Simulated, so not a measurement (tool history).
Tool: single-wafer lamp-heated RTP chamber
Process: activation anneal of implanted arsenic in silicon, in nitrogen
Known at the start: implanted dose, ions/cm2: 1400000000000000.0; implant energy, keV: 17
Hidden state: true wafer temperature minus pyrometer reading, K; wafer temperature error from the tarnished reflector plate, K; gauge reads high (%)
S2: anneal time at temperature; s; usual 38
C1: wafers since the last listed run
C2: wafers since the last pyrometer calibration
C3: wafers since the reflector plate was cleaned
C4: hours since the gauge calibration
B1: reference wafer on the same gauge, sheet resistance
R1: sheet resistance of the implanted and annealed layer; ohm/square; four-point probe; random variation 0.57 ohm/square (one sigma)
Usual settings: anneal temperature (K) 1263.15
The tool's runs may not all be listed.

Run 1, hour 0: usual settings; C1 0; C2 815; C3 4023; C4 182.6; B1 115.9. Result: R1 115.05 ohm/square.
Run 2, hour 25: usual settings; C1 456; C2 1272; C3 4480; C4 207.6; B1 116.03. Result: R1 114.92 ohm/square.
Run 3, hour 60: usual settings; C1 639; C2 1911; C3 5119; C4 242.6; B1 116. Result: R1 113.87 ohm/square.
At hour 79.2: pyrometer window cleaned and pyrometer calibrated.
Run 4, hour 86.5: usual settings but anneal temperature (K) 1279.15, S2 33 s; C1 337; C2 133; C3 5457; C4 269.1; B1 115.9. Result: R1 108.33 ohm/square.
At hour 101.9: reflector plate cleaned.
Run 5, hour 102.4: usual settings but anneal temperature (K) 1279.15, S2 33 s; C1 144; C2 277; C3 9; C4 285; B1 116.04. Result: R1 111.04 ohm/square.
Run 6, hour 132.6: usual settings but anneal temperature (K) 1279.15, S2 33 s; C1 551; C2 828; C3 561; C4 315.2; B1 116.05. Result: R1 111.26 ohm/square.
Run 7, hour 145.1: usual settings but anneal temperature (K) 1255.15, S2 51 s; C1 228; C2 1057; C3 789; C4 327.7; B1 116.16. Result: R1 114.39 ohm/square.
Run 8, hour 161.3: usual settings but anneal temperature (K) 1255.15, S2 51 s; C1 295; C2 1352; C3 1085; C4 343.9; B1 116.01. Result: R1 115.22 ohm/square.
Run 9, hour 179.2: usual settings but anneal temperature (K) 1255.15, S2 51 s; C1 326; C2 1679; C3 1412; C4 361.8; B1 116.07. Result: R1 114.82 ohm/square.
At hour 207.6: pyrometer window cleaned and pyrometer calibrated.
Run 10, hour 214.8: usual settings; C1 503; C2 131; C3 1916; C4 397.4; B1 116.02. Result: R1 115.1 ohm/square.
Run 11, hour 245: usual settings; C1 551; C2 682; C3 2467; C4 427.6; B1 115.94. Result: R1 115.75 ohm/square.
Run 12, hour 260.1: usual settings; C1 275; C2 958; C3 2743; C4 442.7; B1 116.07. Result: R1 115.63 ohm/square.
Run 13, hour 275: usual settings but S2 22 s; C1 272; C2 1230; C3 3015; C4 457.6; B1 116.04. Result: R1 125.61 ohm/square.
At hour 320.1: pyrometer window cleaned and pyrometer calibrated.
At hour 323.4: gauge calibrated.
Run 14, hour 333.2: usual settings but anneal temperature (K) 1282.15, S2 52 s; C1 916; C2 239; C3 3932; C4 9.8; B1 116.01. Result: R1 99.9 ohm/square.
Run 15, hour 346.8: usual settings but anneal temperature (K) 1236.15, S2 26 s; C1 248; C2 488; C3 4180; C4 23.4; B1 116.03. Result: R1 137.63 ohm/square.
Run 16, hour 360.8: usual settings; C1 255; C2 743; C3 4436; C4 37.4; B1 116.07. Result: R1 116.05 ohm/square.
Run 17, hour 387.4: usual settings; C1 485; C2 1229; C3 4921; C4 64; B1 115.98. Result: R1 114.31 ohm/square.
Run 18, hour 414.1: usual settings but anneal temperature (K) 1245.15, S2 51 s; C1 487; C2 1717; C3 5409; C4 90.7; B1 115.97. Result: R1 118.86 ohm/square.
At hour 422.7: reflector plate cleaned.
Run 19, hour 441.2: usual settings; C1 348; C2 2065; C3 338; C4 117.8; B1 116.03. Result: R1 117.62 ohm/square.
At hour 463.9: pyrometer window cleaned and pyrometer calibrated.
Run 20, hour 476: usual settings; C1 489; C2 221; C3 827; C4 152.6; B1 115.94. Result: R1 116.58 ohm/square.
Run 21, hour 488.1: usual settings but anneal temperature (K) 1234.15, S2 19 s; C1 220; C2 442; C3 1048; C4 164.7; B1 115.88. Result: R1 146.27 ohm/square.
Run 22, hour 506.1: usual settings but anneal temperature (K) 1287.15, S2 22 s; C1 328; C2 771; C3 1377; C4 182.7; B1 116.02. Result: R1 113.74 ohm/square.
Run 23, hour 540.6: usual settings but anneal temperature (K) 1284.15, S2 29 s; C1 629; C2 1401; C3 2007; C4 217.2; B1 116. Result: R1 109.51 ohm/square.
Run 24, hour 563.8: usual settings but anneal temperature (K) 1234.15; C1 423; C2 1824; C3 2431; C4 240.4; B1 115.98. Result: R1 132.61 ohm/square.
At hour 598.8: pyrometer window cleaned and pyrometer calibrated.
Run 25, hour 658.7: usual settings but anneal temperature (K) 1247.15, S2 16 s; C1 1586; C2 1094; C3 4018; C4 335.3; B1 115.84. Result: R1 138.95 ohm/square.

Hidden state at the last listed run before each entry between runs and at the first one after, where it differs:
Between runs 3 and 4: pyrometer window cleaned and pyrometer calibrated (hour 79.2)
  wafer temperature error from the tarnished reflector plate, K: 4.76 -> 5.16
  measured less the result without the state, R1: -2.62 -> -2.52 ohm/square
Between runs 4 and 5: reflector plate cleaned (hour 101.9)
  wafer temperature error from the tarnished reflector plate, K: 5.16 -> 0.599
  measured less the result without the state, R1: -2.52 -> -0.3 ohm/square
Between runs 9 and 10: pyrometer window cleaned and pyrometer calibrated (hour 207.6)
  wafer temperature error from the tarnished reflector plate, K: 1.77 -> 2.31
  measured less the result without the state, R1: -1.03 -> -1.28 ohm/square
Between runs 13 and 14: pyrometer window cleaned and pyrometer calibrated (hour 320.1); gauge calibrated (hour 323.4)
  wafer temperature error from the tarnished reflector plate, K: 3.22 -> 4.11
  measured less the result without the state, R1: -1.84 -> -1.7 ohm/square
Between runs 18 and 19: reflector plate cleaned (hour 422.7)
  wafer temperature error from the tarnished reflector plate, K: 5.33 -> 0.57
  measured less the result without the state, R1: -3.34 -> -0.32 ohm/square
Between runs 19 and 20: pyrometer window cleaned and pyrometer calibrated (hour 463.9)
  wafer temperature error from the tarnished reflector plate, K: 0.57 -> 1.1
  measured less the result without the state, R1: -0.32 -> -0.61 ohm/square
Between runs 24 and 25: pyrometer window cleaned and pyrometer calibrated (hour 598.8)
  wafer temperature error from the tarnished reflector plate, K: 2.43 -> 3.87
  measured less the result without the state, R1: -1.56 -> -2.14 ohm/square

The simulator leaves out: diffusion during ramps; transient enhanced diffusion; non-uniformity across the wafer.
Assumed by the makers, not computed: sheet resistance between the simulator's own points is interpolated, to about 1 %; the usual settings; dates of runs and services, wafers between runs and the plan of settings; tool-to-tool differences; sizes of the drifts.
